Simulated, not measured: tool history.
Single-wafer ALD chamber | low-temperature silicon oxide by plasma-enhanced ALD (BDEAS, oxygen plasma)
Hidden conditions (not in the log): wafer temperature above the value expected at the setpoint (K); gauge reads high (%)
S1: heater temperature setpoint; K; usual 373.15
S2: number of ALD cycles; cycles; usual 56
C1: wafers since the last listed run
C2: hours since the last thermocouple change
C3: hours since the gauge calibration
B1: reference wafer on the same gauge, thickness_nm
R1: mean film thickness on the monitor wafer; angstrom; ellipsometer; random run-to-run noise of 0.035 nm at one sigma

{"run": 1, "hour": 0.0, "S1": 373.15, "S2": 56, "C1": 0, "C2": 1717.7, "C3": 276.2, "B1": 6.918, "R1": 76.56}
{"run": 2, "hour": 200.2, "S1": 373.15, "S2": 56, "C1": 1496, "C2": 1917.9, "C3": 476.4, "B1": 6.936, "R1": 77.1}
{"run": 3, "hour": 234.0, "S1": 373.15, "S2": 56, "C1": 252, "C2": 1951.7, "C3": 510.2, "B1": 6.924, "R1": 76.97}
{"run": 4, "hour": 294.5, "S1": 373.15, "S2": 56, "C1": 452, "C2": 2012.2, "C3": 570.7, "B1": 6.917, "R1": 77.27}
{"run": 5, "hour": 331.3, "S1": 373.15, "S2": 59, "C1": 275, "C2": 2049, "C3": 607.5, "B1": 6.921, "R1": 81.44}
{"run": 6, "hour": 375.9, "S1": 382.15, "S2": 52, "C1": 333, "C2": 2093.6, "C3": 652.1, "B1": 6.919, "R1": 70.49}
{"run": 7, "hour": 404.1, "S1": 373.15, "S2": 56, "C1": 210, "C2": 2121.8, "C3": 680.3, "B1": 6.916, "R1": 77.25}
{"run": 8, "hour": 474.8, "S1": 373.15, "S2": 56, "C1": 528, "C2": 2192.5, "C3": 751, "B1": 6.914, "R1": 77.34}
{"run": 9, "hour": 506.6, "S1": 362.15, "S2": 56, "C1": 237, "C2": 2224.3, "C3": 782.8, "B1": 6.924, "R1": 79.97}
{"run": 10, "hour": 573.6, "S1": 362.15, "S2": 56, "C1": 500, "C2": 2291.3, "C3": 849.8, "B1": 6.915, "R1": 80.64}
{"run": 11, "hour": 638.5, "S1": 373.15, "S2": 62, "C1": 485, "C2": 2356.2, "C3": 914.7, "B1": 6.916, "R1": 85.48}
{"hour": 682.1, "done": "thermocouple changed; heater temperature recalibrated"}
{"run": 12, "hour": 682.6, "S1": 373.15, "S2": 62, "C1": 269, "C2": 0.5, "C3": 958.8, "B1": 6.918, "R1": 84.81}
{"run": 13, "hour": 726.8, "S1": 385.15, "S2": 49, "C1": 330, "C2": 44.7, "C3": 1003, "B1": 6.933, "R1": 65.63}
{"run": 14, "hour": 755.3, "S1": 368.15, "S2": 56, "C1": 212, "C2": 73.2, "C3": 1031.5, "B1": 6.923, "R1": 78.23}
{"run": 15, "hour": 822.8, "S1": 364.15, "S2": 64, "C1": 504, "C2": 140.7, "C3": 1099, "B1": 6.926, "R1": 90.66}
{"hour": 874.6, "done": "gauge calibrated"}
{"run": 16, "hour": 991.8, "S1": 384.15, "S2": 56, "C1": 1263, "C2": 309.7, "C3": 117.2, "B1": 6.918, "R1": 75.81}
{"run": 17, "hour": 1040.8, "S1": 373.15, "S2": 52, "C1": 366, "C2": 358.7, "C3": 166.2, "B1": 6.925, "R1": 72.14}
{"run": 18, "hour": 1066.8, "S1": 373.15, "S2": 56, "C1": 194, "C2": 384.7, "C3": 192.2, "B1": 6.917, "R1": 77.45}
{"run": 19, "hour": 1108.8, "S1": 373.15, "S2": 56, "C1": 313, "C2": 426.7, "C3": 234.2, "B1": 6.923, "R1": 77.73}
{"run": 20, "hour": 1154.9, "S1": 373.15, "S2": 62, "C1": 344, "C2": 472.8, "C3": 280.3, "B1": 6.919, "R1": 86.14}
{"run": 21, "hour": 1202.9, "S1": 373.15, "S2": 56, "C1": 358, "C2": 520.8, "C3": 328.3, "B1": 6.916, "R1": 76.89}
{"run": 22, "hour": 1250.8, "S1": 377.15, "S2": 56, "C1": 357, "C2": 568.7, "C3": 376.2, "B1": 6.92, "R1": 76.93}
{"run": 23, "hour": 1318.2, "S1": 383.15, "S2": 65, "C1": 503, "C2": 636.1, "C3": 443.6, "B1": 6.927, "R1": 87.59}
{"run": 24, "hour": 1344.6, "S1": 358.15, "S2": 56, "C1": 197, "C2": 662.5, "C3": 470, "B1": 6.915, "R1": 81.32}

Forecast each of these 4 alternatives for the next run:
{"run": "A", "hour": 1345.1, "S1": 373.15, "S2": 56, "C1": 3, "C2": 663, "C3": 470.5, "B1": "?", "R1": "?"}
{"run": "B", "hour": 1345.1, "S1": 373.15, "S2": 65, "C1": 3, "C2": 663, "C3": 470.5, "B1": "?", "R1": "?"}
{"run": "C", "hour": 1345.1, "S1": 369.15, "S2": 56, "C1": 3, "C2": 663, "C3": 470.5, "B1": "?", "R1": "?"}
{"run": "D", "hour": 1345.1, "S1": 373.15, "S2": 51, "C1": 3, "C2": 663, "C3": 470.5, "B1": "?", "R1": "?"}

run=A B1=6.928 R1=76.95
run=B B1=6.928 R1=89.32
run=C B1=6.928 R1=77.93
run=D B1=6.928 R1=70.08
With the hidden condition removed and each run's random variation left untouched, the same runs would have given:
run=A R1=76.95
run=B R1=89.32
run=C R1=77.93
run=D R1=70.08
